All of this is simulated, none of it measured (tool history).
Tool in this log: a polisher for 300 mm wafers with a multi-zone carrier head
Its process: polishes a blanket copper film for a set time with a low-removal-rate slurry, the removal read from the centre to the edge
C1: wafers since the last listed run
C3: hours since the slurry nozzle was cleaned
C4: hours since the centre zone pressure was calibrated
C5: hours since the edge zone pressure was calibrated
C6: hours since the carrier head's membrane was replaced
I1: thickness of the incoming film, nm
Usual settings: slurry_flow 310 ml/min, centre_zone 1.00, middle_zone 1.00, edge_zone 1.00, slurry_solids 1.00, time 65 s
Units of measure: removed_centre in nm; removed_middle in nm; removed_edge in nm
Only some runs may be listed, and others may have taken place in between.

Run 1, hour 0.0: usual settings; C1 0; wafers polished on this pad 877; C3 685.3; C4 1034.1; C5 29.0; C6 1840.1; I1 956.7. Result: removed_centre 112.5 nm, removed_middle 129.7 nm, removed_edge 133.6 nm.
At hour 6.0: worn pad replaced by a new one.
Run 2, hour 18.0: usual settings; C1 96; wafers polished on this pad 82; C3 703.3; C4 1052.1; C5 47.0; C6 1858.1; I1 939.5. Result: removed_centre 115.3 nm, removed_middle 128.2 nm, removed_edge 131.4 nm.
Run 3, hour 26.2: usual settings; C1 56; wafers polished on this pad 139; C3 711.5; C4 1060.3; C5 55.2; C6 1866.3; I1 965.4. Result: removed_centre 115.6 nm, removed_middle 126.9 nm, removed_edge 129.8 nm.
At hour 36.6: carrier head's membrane replaced by a new one.
Run 4, hour 42.4: usual settings but middle_zone 1.08; C1 77; wafers polished on this pad 217; C3 727.7; C4 1076.5; C5 71.4; C6 5.8; I1 968.0. Result: removed_centre 113.1 nm, removed_middle 139.2 nm, removed_edge 130.3 nm.
At hour 51.2: slurry nozzle cleaned.
Run 5, hour 57.7: usual settings but centre_zone 1.04; C1 99; wafers polished on this pad 316; C3 6.5; C4 1091.8; C5 86.7; C6 21.1; I1 974.3. Result: removed_centre 125.3 nm, removed_middle 136.2 nm, removed_edge 135.6 nm.
Run 6, hour 75.5: usual settings but edge_zone 1.09; C1 123; wafers polished on this pad 439; C3 24.3; C4 1109.6; C5 104.5; C6 38.9; I1 964.0. Result: removed_centre 122.6 nm, removed_middle 134.9 nm, removed_edge 139.8 nm.
Run 7, hour 86.6: usual settings but middle_zone 1.05, edge_zone 0.88, time 82 s; C1 76; wafers polished on this pad 516; C3 35.4; C4 1120.7; C5 115.6; C6 50.0; I1 955.8. Result: removed_centre 148.4 nm, removed_middle 175.3 nm, removed_edge 165.0 nm.
Run 8, hour 103.1: usual settings; C1 114; wafers polished on this pad 630; C3 51.9; C4 1137.2; C5 132.1; C6 66.5; I1 950.9. Result: removed_centre 120.4 nm, removed_middle 133.8 nm, removed_edge 136.0 nm.
Run 9, hour 114.9: usual settings but centre_zone 1.03; C1 81; wafers polished on this pad 712; C3 63.7; C4 1149.0; C5 143.9; C6 78.3; I1 955.5. Result: removed_centre 122.8 nm, removed_middle 134.8 nm, removed_edge 136.7 nm.
Run 10, hour 124.2: usual settings but middle_zone 0.93, slurry_solids 0.90; C1 64; wafers polished on this pad 776; C3 73.0; C4 1158.3; C5 153.2; C6 87.6; I1 966.0. Result: removed_centre 116.1 nm, removed_middle 124.6 nm, removed_edge 132.7 nm.
Run 11, hour 135.2: usual settings; C1 76; wafers polished on this pad 852; C3 84.0; C4 1169.3; C5 164.2; C6 98.6; I1 968.7. Result: removed_centre 119.3 nm, removed_middle 133.0 nm, removed_edge 137.5 nm.
At hour 144.2: centre zone pressure recalibrated.
Run 12, hour 148.1: usual settings but centre_zone 1.08, slurry_solids 0.75; C1 75; wafers polished on this pad 928; C3 96.9; C4 3.9; C5 177.1; C6 111.5; I1 964.5. Result: removed_centre 139.7 nm, removed_middle 130.2 nm, removed_edge 130.2 nm.
At hour 154.9: worn pad replaced by a new one.
Run 13, hour 159.1: usual settings; C1 48; wafers polished on this pad 29; C3 107.9; C4 14.9; C5 188.1; C6 122.5; I1 953.9. Result: removed_centre 133.0 nm, removed_middle 130.8 nm, removed_edge 136.3 nm.
Run 14, hour 176.6: usual settings but centre_zone 0.88; C1 121; wafers polished on this pad 150; C3 125.4; C4 32.4; C5 205.6; C6 140.0; I1 942.4. Result: removed_centre 118.0 nm, removed_middle 133.5 nm, removed_edge 136.5 nm.
Run 15, hour 186.0: usual settings but middle_zone 1.09; C1 65; wafers polished on this pad 215; C3 134.8; C4 41.8; C5 215.0; C6 149.4; I1 960.2. Result: removed_centre 134.6 nm, removed_middle 143.3 nm, removed_edge 135.3 nm.
Run 16, hour 192.3: usual settings but slurry_flow 380 ml/min; C1 43; wafers polished on this pad 259; C3 141.1; C4 48.1; C5 221.3; C6 155.7; I1 949.4. Result: removed_centre 136.2 nm, removed_middle 137.4 nm, removed_edge 138.2 nm.
Run 17, hour 209.7: usual settings but edge_zone 0.94, time 47 s; C1 120; wafers polished on this pad 379; C3 158.5; C4 65.5; C5 238.7; C6 173.1; I1 975.0. Result: removed_centre 98.1 nm, removed_middle 96.8 nm, removed_edge 96.4 nm.
Run 18, hour 227.4: usual settings but time 54 s; C1 122; wafers polished on this pad 502; C3 176.2; C4 83.2; C5 256.4; C6 190.8; I1 963.1. Result: removed_centre 111.2 nm, removed_middle 112.0 nm, removed_edge 112.8 nm.
Run 19, hour 241.8: usual settings; C1 99; wafers polished on this pad 601; C3 190.6; C4 97.6; C5 270.8; C6 205.2; I1 954.1. Result: removed_centre 134.4 nm, removed_middle 134.2 nm, removed_edge 136.2 nm.
Run 20, hour 254.8: usual settings but slurry_flow 205 ml/min, centre_zone 1.09, middle_zone 1.06, edge_zone 1.06; C1 90; wafers polished on this pad 691; C3 203.6; C4 110.6; C5 283.8; C6 218.2; I1 951.7. Result: removed_centre 135.1 nm, removed_middle 133.0 nm, removed_edge 133.9 nm.
Run 21, hour 265.3: usual settings; C1 72; wafers polished on this pad 764; C3 214.1; C4 121.1; C5 294.3; C6 228.7; I1 954.5. Result: removed_centre 135.1 nm, removed_middle 132.0 nm, removed_edge 136.7 nm.

Consider 4 possible next runs. They are alternatives, not a sequence: every one starts from the tool as it was left by run 21. What does each give?
Run A, hour 265.7: usual settings but slurry_flow 350 ml/min; C1 2; wafers polished on this pad 767; C3 214.5; C4 121.5; C5 294.7; C6 229.1; I1 961.2. Result: removed_centre ?, removed_middle ?, removed_edge ?.
Run B, hour 265.7: usual settings but centre_zone 0.93; C1 2; wafers polished on this pad 767; C3 214.5; C4 121.5; C5 294.7; C6 229.1; I1 961.2. Result: removed_centre ?, removed_middle ?, removed_edge ?.
Run C, hour 265.7: usual settings but slurry_solids 0.80; C1 2; wafers polished on this pad 767; C3 214.5; C4 121.5; C5 294.7; C6 229.1; I1 961.2. Result: removed_centre ?, removed_middle ?, removed_edge ?.
Run D, hour 265.7: usual settings but centre_zone 1.08; C1 2; wafers polished on this pad 767; C3 214.5; C4 121.5; C5 294.7; C6 229.1; I1 961.2. Result: removed_centre ?, removed_middle ?, removed_edge ?.

run  removed_centre  removed_middle  removed_edge
  A           136.7           134.4         138.1
  B           125.2           132.6         136.7
  C           128.9           126.9         130.8
  D           145.6           132.5         136.7
The same runs, with their run-to-run variation unchanged, on a tool lacking any hidden condition would have given:
run  removed_centre  removed_middle  removed_edge
  A           139.4           136.2         139.6
  B           128.0           134.7         138.3
  C           131.8           128.9         132.4
  D           148.8           134.6         138.3
